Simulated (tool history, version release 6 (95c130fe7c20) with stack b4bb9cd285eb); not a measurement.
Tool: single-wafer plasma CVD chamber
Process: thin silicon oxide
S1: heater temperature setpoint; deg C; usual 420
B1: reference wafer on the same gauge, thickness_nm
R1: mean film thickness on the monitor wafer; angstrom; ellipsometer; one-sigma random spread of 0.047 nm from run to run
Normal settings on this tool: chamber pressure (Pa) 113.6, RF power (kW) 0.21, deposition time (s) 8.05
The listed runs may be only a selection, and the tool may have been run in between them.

{"run": 1, "hour": 0.0, "S1": 416, "chamber pressure (Pa)": 119.5, "RF power (kW)": 0.21, "deposition time (s)": 8.05, "B1": 13.503, "R1": 129.68}
{"run": 2, "hour": 26.4, "S1": 416, "chamber pressure (Pa)": 119.5, "RF power (kW)": 0.21, "deposition time (s)": 8.05, "B1": 13.503, "R1": 129.71}
{"run": 3, "hour": 63.0, "S1": 416, "chamber pressure (Pa)": 119.5, "RF power (kW)": 0.21, "deposition time (s)": 8.05, "B1": 13.498, "R1": 130.31}
{"hour": 90.4, "done": "gauge calibrated"}
{"run": 4, "hour": 91.1, "S1": 420, "chamber pressure (Pa)": 113.6, "RF power (kW)": 0.21, "deposition time (s)": 8.05, "B1": 13.501, "R1": 122.63}
{"hour": 233.6, "done": "RF generator calibrated"}
{"hour": 272.0, "done": "showerhead replaced"}
{"run": 5, "hour": 280.2, "S1": 420, "chamber pressure (Pa)": 113.6, "RF power (kW)": 0.23, "deposition time (s)": 8.05, "B1": 13.508, "R1": 128.19}
{"run": 6, "hour": 327.6, "S1": 420, "chamber pressure (Pa)": 113.6, "RF power (kW)": 0.21, "deposition time (s)": 8.05, "B1": 13.5, "R1": 123.32}
{"run": 7, "hour": 369.9, "S1": 420, "chamber pressure (Pa)": 113.6, "RF power (kW)": 0.21, "deposition time (s)": 8.05, "B1": 13.498, "R1": 122.65}
{"hour": 405.6, "done": "thermocouple changed; heater temperature recalibrated"}
{"run": 8, "hour": 434.6, "S1": 420, "chamber pressure (Pa)": 113.6, "RF power (kW)": 0.21, "deposition time (s)": 8.05, "B1": 13.491, "R1": 122.34}
{"run": 9, "hour": 503.1, "S1": 420, "chamber pressure (Pa)": 120.1, "RF power (kW)": 0.235, "deposition time (s)": 8.05, "B1": 13.504, "R1": 135.94}
{"run": 10, "hour": 545.1, "S1": 414, "chamber pressure (Pa)": 85.6, "RF power (kW)": 0.19, "deposition time (s)": 6.75, "B1": 13.488, "R1": 69.48}
{"run": 11, "hour": 593.7, "S1": 416, "chamber pressure (Pa)": 119.5, "RF power (kW)": 0.21, "deposition time (s)": 8.05, "B1": 13.503, "R1": 128.89}
{"run": 12, "hour": 647.0, "S1": 432, "chamber pressure (Pa)": 87.3, "RF power (kW)": 0.23, "deposition time (s)": 8.05, "B1": 13.506, "R1": 91.9}
{"run": 13, "hour": 717.8, "S1": 411, "chamber pressure (Pa)": 137.5, "RF power (kW)": 0.225, "deposition time (s)": 7.16, "B1": 13.508, "R1": 134.29}
{"run": 14, "hour": 767.2, "S1": 420, "chamber pressure (Pa)": 113.6, "RF power (kW)": 0.18, "deposition time (s)": 7.38, "B1": 13.504, "R1": 103.57}
{"run": 15, "hour": 796.6, "S1": 411, "chamber pressure (Pa)": 113.6, "RF power (kW)": 0.24, "deposition time (s)": 8.05, "B1": 13.51, "R1": 131.1}
{"run": 16, "hour": 844.2, "S1": 420, "chamber pressure (Pa)": 113.6, "RF power (kW)": 0.21, "deposition time (s)": 9.5, "B1": 13.507, "R1": 142.34}
{"hour": 905.7, "done": "capacitance manometer re-zeroed and calibrated"}
{"run": 17, "hour": 914.2, "S1": 420, "chamber pressure (Pa)": 113.6, "RF power (kW)": 0.19, "deposition time (s)": 6.8, "B1": 13.49, "R1": 100.08}
{"run": 18, "hour": 954.0, "S1": 412, "chamber pressure (Pa)": 102, "RF power (kW)": 0.245, "deposition time (s)": 8.61, "B1": 13.493, "R1": 128.67}
{"run": 19, "hour": 1001.9, "S1": 420, "chamber pressure (Pa)": 113.6, "RF power (kW)": 0.21, "deposition time (s)": 8.05, "B1": 13.507, "R1": 125.1}
{"run": 20, "hour": 1052.7, "S1": 415, "chamber pressure (Pa)": 113.6, "RF power (kW)": 0.18, "deposition time (s)": 9.28, "B1": 13.497, "R1": 133.14}
{"run": 21, "hour": 1115.8, "S1": 420, "chamber pressure (Pa)": 113.6, "RF power (kW)": 0.21, "deposition time (s)": 8.05, "B1": 13.51, "R1": 124.31}
{"run": 22, "hour": 1157.8, "S1": 420, "chamber pressure (Pa)": 113.6, "RF power (kW)": 0.21, "deposition time (s)": 8.05, "B1": 13.497, "R1": 124.91}
{"run": 23, "hour": 1213.3, "S1": 431, "chamber pressure (Pa)": 87.7, "RF power (kW)": 0.21, "deposition time (s)": 6.76, "B1": 13.492, "R1": 76.68}
{"hour": 1235.4, "done": "RF generator calibrated"}
{"run": 24, "hour": 1280.4, "S1": 406, "chamber pressure (Pa)": 99.3, "RF power (kW)": 0.235, "deposition time (s)": 6.98, "B1": 13.499, "R1": 99.31}
{"run": 25, "hour": 1333.6, "S1": 430, "chamber pressure (Pa)": 129.3, "RF power (kW)": 0.2, "deposition time (s)": 8.05, "B1": 13.486, "R1": 136.15}
{"run": 26, "hour": 1358.6, "S1": 420, "chamber pressure (Pa)": 129.5, "RF power (kW)": 0.24, "deposition time (s)": 8.05, "B1": 13.51, "R1": 150.02}
{"run": 27, "hour": 1399.6, "S1": 420, "chamber pressure (Pa)": 113.6, "RF power (kW)": 0.195, "deposition time (s)": 8.05, "B1": 13.517, "R1": 119.27}
{"run": 28, "hour": 1449.5, "S1": 420, "chamber pressure (Pa)": 98.9, "RF power (kW)": 0.21, "deposition time (s)": 8.85, "B1": 13.509, "R1": 116.63}

Each row is a separate what-if for the run after 28, all from the same tool condition, not one after another. Results?
{"run": "A", "hour": 1449.9, "S1": 420, "chamber pressure (Pa)": 88.9, "RF power (kW)": 0.21, "deposition time (s)": 8.05, "B1": "?", "R1": "?"}
{"run": "B", "hour": 1449.9, "S1": 429, "chamber pressure (Pa)": 113.6, "RF power (kW)": 0.21, "deposition time (s)": 7.36, "B1": "?", "R1": "?"}
{"run": "C", "hour": 1449.9, "S1": 428, "chamber pressure (Pa)": 87.5, "RF power (kW)": 0.185, "deposition time (s)": 8.52, "B1": "?", "R1": "?"}
{"run": "D", "hour": 1449.9, "S1": 420, "chamber pressure (Pa)": 113.6, "RF power (kW)": 0.175, "deposition time (s)": 7.02, "B1": "?", "R1": "?"}

run=A B1=13.502 R1=92.45
run=B B1=13.502 R1=112.18
run=C B1=13.502 R1=89.21
run=D B1=13.502 R1=98.07
Had the tool no hidden state, the same runs would have come out as:
run=A R1=94.36
run=B R1=114
run=C R1=91.06
run=D R1=99.66
